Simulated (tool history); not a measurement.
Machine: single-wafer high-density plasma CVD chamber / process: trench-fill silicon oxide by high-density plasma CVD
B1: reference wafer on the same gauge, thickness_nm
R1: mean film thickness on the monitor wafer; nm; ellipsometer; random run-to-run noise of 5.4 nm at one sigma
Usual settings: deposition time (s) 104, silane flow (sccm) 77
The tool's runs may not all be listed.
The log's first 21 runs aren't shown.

{"run": 22, "hour": 1046.9, "deposition time (s)": 117, "silane flow (sccm)": 81, "B1": 950.844, "R1": 1126.751}
{"run": 23, "hour": 1099.4, "deposition time (s)": 116, "silane flow (sccm)": 66, "B1": 951.703, "R1": 916.262}
{"run": 24, "hour": 1145.0, "deposition time (s)": 104, "silane flow (sccm)": 73, "B1": 951.729, "R1": 900.192}
{"hour": 1177.1, "done": "silane flow controller replaced"}
{"run": 25, "hour": 1187.7, "deposition time (s)": 104, "silane flow (sccm)": 77, "B1": 950.028, "R1": 955.164}
{"run": 26, "hour": 1230.5, "deposition time (s)": 113, "silane flow (sccm)": 81, "B1": 953.189, "R1": 1093.07}
{"run": 27, "hour": 1272.2, "deposition time (s)": 112, "silane flow (sccm)": 81, "B1": 952.039, "R1": 1082.048}
{"run": 28, "hour": 1303.4, "deposition time (s)": 104, "silane flow (sccm)": 88, "B1": 952.699, "R1": 1083.415}
{"run": 29, "hour": 1349.9, "deposition time (s)": 104, "silane flow (sccm)": 77, "B1": 951.741, "R1": 950.064}
{"run": 30, "hour": 1391.3, "deposition time (s)": 95, "silane flow (sccm)": 67, "B1": 952.423, "R1": 750.7}
{"run": 31, "hour": 1420.9, "deposition time (s)": 94, "silane flow (sccm)": 64, "B1": 950.617, "R1": 719.897}
{"run": 32, "hour": 1447.7, "deposition time (s)": 104, "silane flow (sccm)": 77, "B1": 951.651, "R1": 959.237}
{"run": 33, "hour": 1505.1, "deposition time (s)": 98, "silane flow (sccm)": 62, "B1": 951.357, "R1": 724.653}
{"run": 34, "hour": 1562.7, "deposition time (s)": 124, "silane flow (sccm)": 77, "B1": 952.062, "R1": 1132.874}
{"run": 35, "hour": 1628.8, "deposition time (s)": 112, "silane flow (sccm)": 81, "B1": 952.657, "R1": 1088.346}
{"run": 36, "hour": 1683.2, "deposition time (s)": 114, "silane flow (sccm)": 77, "B1": 953.049, "R1": 1037.435}
{"run": 37, "hour": 1744.2, "deposition time (s)": 104, "silane flow (sccm)": 84, "B1": 952.571, "R1": 1033.863}
{"run": 38, "hour": 1815.4, "deposition time (s)": 112, "silane flow (sccm)": 70, "B1": 952.037, "R1": 939.313}
{"run": 39, "hour": 1844.7, "deposition time (s)": 104, "silane flow (sccm)": 77, "B1": 950.942, "R1": 959.21}
{"run": 40, "hour": 1916.3, "deposition time (s)": 111, "silane flow (sccm)": 81, "B1": 952.978, "R1": 1068.151}

What if the next run were any one of these 3? Each begins from the tool's condition after run 40:
{"run": "A", "hour": 1916.7, "deposition time (s)": 89, "silane flow (sccm)": 77, "B1": "?", "R1": "?"}
{"run": "B", "hour": 1916.7, "deposition time (s)": 116, "silane flow (sccm)": 65, "B1": "?", "R1": "?"}
{"run": "C", "hour": 1916.7, "deposition time (s)": 112, "silane flow (sccm)": 77, "B1": "?", "R1": "?"}

run=A B1=952.513 R1=808.059
run=B B1=952.513 R1=889.065
run=C B1=952.513 R1=1016.883
Stripped of hidden state, with their random variation kept, the same runs would have yielded:
run=A R1=808.059
run=B R1=889.065
run=C R1=1016.883
